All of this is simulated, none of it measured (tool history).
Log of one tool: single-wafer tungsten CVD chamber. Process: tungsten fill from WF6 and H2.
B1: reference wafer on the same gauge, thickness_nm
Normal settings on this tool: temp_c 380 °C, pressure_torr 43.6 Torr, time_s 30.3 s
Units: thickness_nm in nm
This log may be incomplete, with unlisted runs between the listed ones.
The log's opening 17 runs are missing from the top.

{"run": 18, "hour": 204.7, "temp_c": 391, "pressure_torr": 43.6, "time_s": 25.9, "B1": 73.903, "thickness_nm": 71.434}
{"run": 19, "hour": 218.0, "temp_c": 380, "pressure_torr": 43.6, "time_s": 30.3, "B1": 73.963, "thickness_nm": 68.996}
{"run": 20, "hour": 231.2, "temp_c": 380, "pressure_torr": 43.6, "time_s": 30.3, "B1": 74.005, "thickness_nm": 68.361}
{"hour": 253.1, "done": "gauge calibrated"}
{"run": 21, "hour": 256.6, "temp_c": 393, "pressure_torr": 47.0, "time_s": 30.3, "B1": 74.011, "thickness_nm": 88.486}
{"run": 22, "hour": 267.2, "temp_c": 391, "pressure_torr": 40.7, "time_s": 34.7, "B1": 73.941, "thickness_nm": 92.933}
{"run": 23, "hour": 284.6, "temp_c": 380, "pressure_torr": 43.6, "time_s": 30.3, "B1": 73.827, "thickness_nm": 67.875}
{"run": 24, "hour": 294.9, "temp_c": 380, "pressure_torr": 43.6, "time_s": 35.1, "B1": 74.064, "thickness_nm": 79.189}
{"run": 25, "hour": 310.3, "temp_c": 392, "pressure_torr": 43.6, "time_s": 30.3, "B1": 73.856, "thickness_nm": 83.714}
{"run": 26, "hour": 318.3, "temp_c": 380, "pressure_torr": 53.8, "time_s": 28.4, "B1": 73.849, "thickness_nm": 68.291}
{"run": 27, "hour": 328.5, "temp_c": 373, "pressure_torr": 53.4, "time_s": 30.3, "B1": 73.81, "thickness_nm": 63.783}
{"run": 28, "hour": 334.8, "temp_c": 386, "pressure_torr": 39.9, "time_s": 27.8, "B1": 73.912, "thickness_nm": 67.493}
{"run": 29, "hour": 346.3, "temp_c": 380, "pressure_torr": 43.6, "time_s": 32.7, "B1": 73.839, "thickness_nm": 74.124}
{"run": 30, "hour": 359.9, "temp_c": 368, "pressure_torr": 50.5, "time_s": 28.5, "B1": 73.943, "thickness_nm": 53.746}
{"run": 31, "hour": 366.0, "temp_c": 380, "pressure_torr": 43.6, "time_s": 30.3, "B1": 73.842, "thickness_nm": 68.13}
{"run": 32, "hour": 378.0, "temp_c": 374, "pressure_torr": 52.7, "time_s": 30.3, "B1": 73.845, "thickness_nm": 64.462}
{"run": 33, "hour": 395.7, "temp_c": 380, "pressure_torr": 49.1, "time_s": 33.7, "B1": 73.893, "thickness_nm": 78.297}
{"run": 34, "hour": 407.6, "temp_c": 380, "pressure_torr": 37.8, "time_s": 34.3, "B1": 73.884, "thickness_nm": 73.073}
{"run": 35, "hour": 419.7, "temp_c": 380, "pressure_torr": 35.2, "time_s": 35.4, "B1": 73.981, "thickness_nm": 73.672}

Here are 3 independent what-if runs from the current tool condition. What would each one return?
{"run": "A", "hour": 420.1, "temp_c": 380, "pressure_torr": 43.6, "time_s": 30.3, "B1": "?", "thickness_nm": "?"}
{"run": "B", "hour": 420.1, "temp_c": 374, "pressure_torr": 49.6, "time_s": 35.5, "B1": "?", "thickness_nm": "?"}
{"run": "C", "hour": 420.1, "temp_c": 372, "pressure_torr": 47.6, "time_s": 30.3, "B1": "?", "thickness_nm": "?"}

run=A B1=73.941 thickness_nm=68.356
run=B B1=73.941 thickness_nm=74.915
run=C B1=73.941 thickness_nm=60.770
Take away the tool's hidden state, keep each run's random variation, and the runs would have read:
run=A thickness_nm=70.470
run=B thickness_nm=77.271
run=C thickness_nm=62.692
